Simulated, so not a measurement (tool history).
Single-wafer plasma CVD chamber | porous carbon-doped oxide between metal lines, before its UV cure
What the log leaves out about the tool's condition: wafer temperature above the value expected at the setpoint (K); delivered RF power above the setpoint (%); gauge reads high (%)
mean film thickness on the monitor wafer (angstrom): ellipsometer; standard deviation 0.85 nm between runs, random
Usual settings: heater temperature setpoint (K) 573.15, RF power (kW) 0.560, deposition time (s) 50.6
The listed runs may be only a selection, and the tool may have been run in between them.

run,hour,heater temperature setpoint (K),RF power (kW),deposition time (s),wafers since the last listed run,hours since the last thermocouple change,hours since the last RF generator calibration,hours since the showerhead was replaced,hours since the gauge calibration,"read-back reference wafer on the same gauge, thickness_nm",mean film thickness on the monitor wafer (angstrom)
1,0.0,573.15,0.560,50.6,0,1002.5,1447.6,3510.8,265.5,362.163,3298.01
# hour 12.7: gauge calibrated
2,76.8,573.15,0.560,50.6,1503,1079.3,1524.4,3587.6,64.1,362.180,3309.49
3,105.2,573.15,0.560,50.6,555,1107.7,1552.8,3616.0,92.5,362.503,3306.64
4,131.9,573.15,0.560,50.6,522,1134.4,1579.5,3642.7,119.2,361.797,3317.46
5,150.8,573.15,0.560,56.2,369,1153.3,1598.4,3661.6,138.1,362.120,3674.48
# hour 164.8: RF generator calibrated
6,181.0,573.15,0.560,56.2,434,1183.5,16.2,3691.8,168.3,361.914,3693.39
7,198.4,573.15,0.480,50.6,340,1200.9,33.6,3709.2,185.7,361.887,2970.90
8,219.6,577.15,0.465,56.9,414,1222.1,54.8,3730.4,206.9,361.822,3176.00
9,238.4,582.15,0.560,50.6,367,1240.9,73.6,3749.2,225.7,362.355,3140.44
# hour 253.5: thermocouple changed; heater temperature recalibrated
10,259.5,573.15,0.560,50.6,256,6.0,94.7,3770.3,246.8,361.963,3226.02
11,286.2,573.15,0.560,42.7,522,32.7,121.4,3797.0,273.5,362.528,2720.02
# hour 293.9: gauge calibrated
# hour 300.7: showerhead replaced
12,309.6,573.15,0.560,50.6,301,56.1,144.8,8.9,15.7,361.990,3200.06
13,344.2,558.15,0.650,47.2,677,90.7,179.4,43.5,50.3,361.971,3691.70
14,368.5,579.15,0.625,43.2,475,115.0,203.7,67.8,74.6,362.044,2884.62
15,393.1,562.15,0.655,50.6,481,139.6,228.3,92.4,99.2,361.861,3853.17

Here are 3 independent what-if runs from the current tool condition. What would each one return?
A,393.5,573.15,0.560,50.6,7,140.0,228.7,92.8,99.6,?,?
B,393.5,573.15,0.560,60.4,7,140.0,228.7,92.8,99.6,?,?
C,393.5,578.15,0.600,53.6,7,140.0,228.7,92.8,99.6,?,?

run,"read-back reference wafer on the same gauge, thickness_nm",mean film thickness on the monitor wafer (angstrom)
A,361.716,3203.13
B,361.716,3810.78
C,361.716,3457.36
The same runs, with their run-to-run variation unchanged, on a tool lacking any hidden condition would have given:
run,mean film thickness on the monitor wafer (angstrom)
A,3218.70
B,3829.30
C,3473.84
